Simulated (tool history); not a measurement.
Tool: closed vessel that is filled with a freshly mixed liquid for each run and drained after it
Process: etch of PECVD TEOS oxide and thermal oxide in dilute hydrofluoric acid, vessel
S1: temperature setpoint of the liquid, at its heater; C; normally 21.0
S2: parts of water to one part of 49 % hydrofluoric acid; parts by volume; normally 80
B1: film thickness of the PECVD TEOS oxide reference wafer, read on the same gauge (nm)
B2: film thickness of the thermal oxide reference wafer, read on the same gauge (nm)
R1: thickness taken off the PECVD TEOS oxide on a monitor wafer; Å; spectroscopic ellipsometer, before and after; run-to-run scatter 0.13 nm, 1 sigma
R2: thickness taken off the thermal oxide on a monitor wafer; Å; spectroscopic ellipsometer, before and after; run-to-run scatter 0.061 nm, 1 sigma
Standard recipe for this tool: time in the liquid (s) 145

{"run": 1, "hour": 0.0, "S1": 21.0, "S2": 80, "time in the liquid (s)": 145, "B1": 89.99, "B2": 139.97, "R1": 241.0, "R2": 67.9}
{"run": 2, "hour": 8.3, "S1": 21.0, "S2": 80, "time in the liquid (s)": 145, "B1": 90.01, "B2": 140.01, "R1": 240.0, "R2": 68.3}
{"run": 3, "hour": 21.3, "S1": 21.0, "S2": 80, "time in the liquid (s)": 145, "B1": 90.01, "B2": 139.99, "R1": 240.3, "R2": 68.3}
{"run": 4, "hour": 32.6, "S1": 21.0, "S2": 80, "time in the liquid (s)": 145, "B1": 90.0, "B2": 140.01, "R1": 240.9, "R2": 67.8}
{"run": 5, "hour": 48.0, "S1": 18.5, "S2": 80, "time in the liquid (s)": 145, "B1": 89.97, "B2": 140.02, "R1": 215.7, "R2": 60.4}
{"run": 6, "hour": 56.6, "S1": 25.5, "S2": 100, "time in the liquid (s)": 145, "B1": 89.98, "B2": 139.97, "R1": 223.6, "R2": 63.1}
{"run": 7, "hour": 70.9, "S1": 26.0, "S2": 90, "time in the liquid (s)": 145, "B1": 90.01, "B2": 139.99, "R1": 256.7, "R2": 72.6}
{"run": 8, "hour": 82.3, "S1": 21.0, "S2": 80, "time in the liquid (s)": 180, "B1": 90.01, "B2": 140.02, "R1": 295.2, "R2": 84.0}
{"run": 9, "hour": 99.8, "S1": 17.5, "S2": 110, "time in the liquid (s)": 215, "B1": 89.99, "B2": 140.0, "R1": 216.2, "R2": 60.5}
{"hour": 103.4, "done": "thermometer replaced"}
{"run": 10, "hour": 115.5, "S1": 23.5, "S2": 115, "time in the liquid (s)": 105, "B1": 90.04, "B2": 140.0, "R1": 127.7, "R2": 35.9}
{"run": 11, "hour": 127.9, "S1": 21.0, "S2": 55, "time in the liquid (s)": 220, "B1": 89.98, "B2": 139.99, "R1": 541.9, "R2": 151.3}
{"run": 12, "hour": 144.9, "S1": 21.0, "S2": 110, "time in the liquid (s)": 145, "B1": 90.02, "B2": 139.99, "R1": 168.4, "R2": 46.4}
{"run": 13, "hour": 153.8, "S1": 18.0, "S2": 80, "time in the liquid (s)": 85, "B1": 89.97, "B2": 140.0, "R1": 123.3, "R2": 35.2}
{"run": 14, "hour": 162.9, "S1": 21.0, "S2": 80, "time in the liquid (s)": 170, "B1": 90.03, "B2": 140.02, "R1": 279.5, "R2": 79.5}
{"hour": 178.4, "done": "hydrofluoric acid flow meter replaced"}
{"run": 15, "hour": 182.1, "S1": 19.0, "S2": 80, "time in the liquid (s)": 145, "B1": 90.01, "B2": 139.98, "R1": 245.3, "R2": 70.3}
{"run": 16, "hour": 192.9, "S1": 21.0, "S2": 80, "time in the liquid (s)": 145, "B1": 90.0, "B2": 139.98, "R1": 268.1, "R2": 75.7}
{"run": 17, "hour": 202.9, "S1": 22.5, "S2": 65, "time in the liquid (s)": 175, "B1": 89.98, "B2": 139.97, "R1": 432.4, "R2": 121.9}
{"run": 18, "hour": 211.4, "S1": 21.0, "S2": 80, "time in the liquid (s)": 145, "B1": 90.05, "B2": 139.99, "R1": 267.3, "R2": 77.4}
{"run": 19, "hour": 224.1, "S1": 21.0, "S2": 55, "time in the liquid (s)": 80, "B1": 90.0, "B2": 139.99, "R1": 223.9, "R2": 62.6}
{"run": 20, "hour": 234.0, "S1": 17.0, "S2": 60, "time in the liquid (s)": 170, "B1": 90.01, "B2": 140.0, "R1": 362.1, "R2": 100.4}
{"run": 21, "hour": 246.6, "S1": 18.5, "S2": 80, "time in the liquid (s)": 145, "B1": 89.99, "B2": 140.0, "R1": 239.0, "R2": 68.3}
{"run": 22, "hour": 257.1, "S1": 21.0, "S2": 80, "time in the liquid (s)": 145, "B1": 89.99, "B2": 140.02, "R1": 267.5, "R2": 74.8}
{"run": 23, "hour": 263.8, "S1": 23.0, "S2": 80, "time in the liquid (s)": 225, "B1": 90.0, "B2": 139.99, "R1": 447.8, "R2": 127.5}
{"run": 24, "hour": 276.3, "S1": 18.5, "S2": 50, "time in the liquid (s)": 145, "B1": 90.0, "B2": 139.99, "R1": 399.6, "R2": 112.0}
{"run": 25, "hour": 318.6, "S1": 17.0, "S2": 80, "time in the liquid (s)": 175, "B1": 90.0, "B2": 140.0, "R1": 272.6, "R2": 75.9}

For some of the steps in R1 from one run to the next: how much would appear even if the tool had no hidden state, given the settings, what came in and random variation, and how much remains for the hidden state plus any gauge scatter that the measured result and the result without hidden state don't share?
What the log doesn't record here: liquid colder than its thermometer reads (K); hydrofluoric acid flow below the setpoint (%); gauge reads high (%).
Run 10 -> 11: S1 23.5 -> 21.0, S2 115 -> 55, time in the liquid (s) 105 -> 220. R1 +414.2 Å: hidden state -51.3, all else +465.5.
Run 11 -> 12: S2 55 -> 110, time in the liquid (s) 220 -> 145. R1 -373.5 Å: hidden state +45.6, all else -419.1.
